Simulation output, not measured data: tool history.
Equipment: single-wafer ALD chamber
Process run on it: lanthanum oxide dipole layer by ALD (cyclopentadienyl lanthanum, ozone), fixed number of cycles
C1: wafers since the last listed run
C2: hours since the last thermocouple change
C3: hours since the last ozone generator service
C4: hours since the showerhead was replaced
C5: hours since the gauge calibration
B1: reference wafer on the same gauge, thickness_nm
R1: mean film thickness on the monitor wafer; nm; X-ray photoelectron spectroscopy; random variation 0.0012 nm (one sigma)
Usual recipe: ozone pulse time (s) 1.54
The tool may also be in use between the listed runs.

Run 1, hour 0: usual settings; C1 0; C2 318; C3 661.1; C4 5148.2; C5 1742.9; B1 0.493. Result: R1 0.565 nm.
Run 2, hour 87.4: usual settings but ozone pulse time (s) 1.89; C1 1575; C2 405.4; C3 748.5; C4 5235.6; C5 1830.3; B1 0.493. Result: R1 0.576 nm.
Run 3, hour 193.5: usual settings; C1 1912; C2 511.5; C3 854.6; C4 5341.7; C5 1936.4; B1 0.493. Result: R1 0.563 nm.
Run 4, hour 301.1: usual settings; C1 1939; C2 619.1; C3 962.2; C4 5449.3; C5 2044; B1 0.493. Result: R1 0.564 nm.
Run 5, hour 380.1: usual settings; C1 1424; C2 698.1; C3 1041.2; C4 5528.3; C5 2123; B1 0.493. Result: R1 0.566 nm.
Run 6, hour 483.1: usual settings; C1 1856; C2 801.1; C3 1144.2; C4 5631.3; C5 2226; B1 0.493. Result: R1 0.565 nm.
Run 7, hour 555: usual settings but ozone pulse time (s) 1.69; C1 1296; C2 873; C3 1216.1; C4 5703.2; C5 2297.9; B1 0.493. Result: R1 0.57 nm.
At hour 599.6: ozone generator serviced.
Run 8, hour 651.8: usual settings but ozone pulse time (s) 1.69; C1 1600; C2 969.8; C3 52.2; C4 5800; C5 2394.7; B1 0.493. Result: R1 0.572 nm.
Run 9, hour 742.4: usual settings but ozone pulse time (s) 1.69; C1 1633; C2 1060.4; C3 142.8; C4 5890.6; C5 2485.3; B1 0.493. Result: R1 0.572 nm.
Run 10, hour 794.1: usual settings; C1 931; C2 1112.1; C3 194.5; C4 5942.3; C5 2537; B1 0.493. Result: R1 0.564 nm.
Run 11, hour 882.9: usual settings; C1 1600; C2 1200.9; C3 283.3; C4 6031.1; C5 2625.8; B1 0.493. Result: R1 0.565 nm.
Run 12, hour 972.2: usual settings; C1 1609; C2 1290.2; C3 372.6; C4 6120.4; C5 2715.1; B1 0.493. Result: R1 0.566 nm.
Run 13, hour 1046.3: usual settings but ozone pulse time (s) 2.1; C1 1335; C2 1364.3; C3 446.7; C4 6194.5; C5 2789.2; B1 0.493. Result: R1 0.582 nm.
Run 14, hour 1110.2: usual settings but ozone pulse time (s) 1.15; C1 1151; C2 1428.2; C3 510.6; C4 6258.4; C5 2853.1; B1 0.493. Result: R1 0.544 nm.
At hour 1129: thermocouple changed; heater temperature recalibrated.
Run 15, hour 1172.7: usual settings but ozone pulse time (s) 2.04; C1 982; C2 43.7; C3 573.1; C4 6320.9; C5 2915.6; B1 0.493. Result: R1 0.577 nm.
At hour 1230: showerhead replaced.
Run 16, hour 1259.6: usual settings but ozone pulse time (s) 2; C1 1422; C2 130.6; C3 660; C4 29.6; C5 3002.5; B1 0.493. Result: R1 0.579 nm.
At hour 1269.4: gauge calibrated.
Run 17, hour 1578.7: usual settings but ozone pulse time (s) 1.36; C1 5752; C2 449.7; C3 979.1; C4 348.7; C5 309.3; B1 0.493. Result: R1 0.556 nm.
Run 18, hour 1624.5: usual settings but ozone pulse time (s) 1.82; C1 825; C2 495.5; C3 1024.9; C4 394.5; C5 355.1; B1 0.493. Result: R1 0.572 nm.
Run 19, hour 1716.5: usual settings but ozone pulse time (s) 1.88; C1 1658; C2 587.5; C3 1116.9; C4 486.5; C5 447.1; B1 0.493. Result: R1 0.574 nm.
Run 20, hour 1790.3: usual settings but ozone pulse time (s) 1.69; C1 1330; C2 661.3; C3 1190.7; C4 560.3; C5 520.9; B1 0.493. Result: R1 0.57 nm.
At hour 1812.1: ozone generator serviced.
Run 21, hour 1835.4: usual settings but ozone pulse time (s) 2.14; C1 668; C2 706.4; C3 23.3; C4 605.4; C5 566; B1 0.493. Result: R1 0.583 nm.
Run 22, hour 1902.6: usual settings but ozone pulse time (s) 1.12; C1 1211; C2 773.6; C3 90.5; C4 672.6; C5 633.2; B1 0.493. Result: R1 0.542 nm.
Run 23, hour 1940.8: usual settings but ozone pulse time (s) 1.37; C1 688; C2 811.8; C3 128.7; C4 710.8; C5 671.4; B1 0.493. Result: R1 0.556 nm.
Run 24, hour 2039.7: usual settings; C1 1782; C2 910.7; C3 227.6; C4 809.7; C5 770.3; B1 0.493. Result: R1 0.566 nm.
Run 25, hour 2114.8: usual settings; C1 1353; C2 985.8; C3 302.7; C4 884.8; C5 845.4; B1 0.493. Result: R1 0.564 nm.
Run 26, hour 2205.1: usual settings but ozone pulse time (s) 1.86; C1 1627; C2 1076.1; C3 393; C4 975.1; C5 935.7; B1 0.493. Result: R1 0.573 nm.
Run 27, hour 2252.3: usual settings but ozone pulse time (s) 1.92; C1 850; C2 1123.3; C3 440.2; C4 1022.3; C5 982.9; B1 0.493. Result: R1 0.578 nm.
Run 28, hour 2290.2: usual settings; C1 683; C2 1161.2; C3 478.1; C4 1060.2; C5 1020.8; B1 0.493. Result: R1 0.562 nm.
Run 29, hour 2362: usual settings but ozone pulse time (s) 1.7; C1 1294; C2 1233; C3 549.9; C4 1132; C5 1092.6; B1 0.493. Result: R1 0.571 nm.
At hour 2413.1: thermocouple changed; heater temperature recalibrated.
Run 30, hour 2421.6: usual settings; C1 930; C2 8.5; C3 609.5; C4 1191.6; C5 1152.2; B1 0.492. Result: R1 0.564 nm.
Run 31, hour 2515.4: usual settings but ozone pulse time (s) 1.26; C1 1690; C2 102.3; C3 703.3; C4 1285.4; C5 1246; B1 0.493. Result: R1 0.55 nm.
Run 32, hour 2578.7: usual settings but ozone pulse time (s) 1.32; C1 1141; C2 165.6; C3 766.6; C4 1348.7; C5 1309.3; B1 0.493. Result: R1 0.554 nm.
Run 33, hour 2684.1: usual settings but ozone pulse time (s) 1.1; C1 1900; C2 271; C3 872; C4 1454.1; C5 1414.7; B1 0.493. Result: R1 0.541 nm.
Run 34, hour 2770: usual settings but ozone pulse time (s) 1.3; C1 1548; C2 356.9; C3 957.9; C4 1540; C5 1500.6; B1 0.493. Result: R1 0.553 nm.
Run 35, hour 2835.9: usual settings; C1 1187; C2 422.8; C3 1023.8; C4 1605.9; C5 1566.5; B1 0.493. Result: R1 0.565 nm.

3 ways to go on from here, each from the tool as it stands after run 35. What would each give?
Run A, hour 2836.3: usual settings; C1 7; C2 423.2; C3 1024.2; C4 1606.3; C5 1566.9; B1 ?. Result: R1 ?.
Run B, hour 2836.3: usual settings but ozone pulse time (s) 1.79; C1 7; C2 423.2; C3 1024.2; C4 1606.3; C5 1566.9; B1 ?. Result: R1 ?.
Run C, hour 2836.3: usual settings but ozone pulse time (s) 2.11; C1 7; C2 423.2; C3 1024.2; C4 1606.3; C5 1566.9; B1 ?. Result: R1 ?.

run     B1     R1
  A  0.493  0.565
  B  0.493  0.574
  C  0.493  0.581
Without the tool's unlogged condition, the same runs would have read:
run     R1
  A  0.565
  B  0.574
  C  0.581

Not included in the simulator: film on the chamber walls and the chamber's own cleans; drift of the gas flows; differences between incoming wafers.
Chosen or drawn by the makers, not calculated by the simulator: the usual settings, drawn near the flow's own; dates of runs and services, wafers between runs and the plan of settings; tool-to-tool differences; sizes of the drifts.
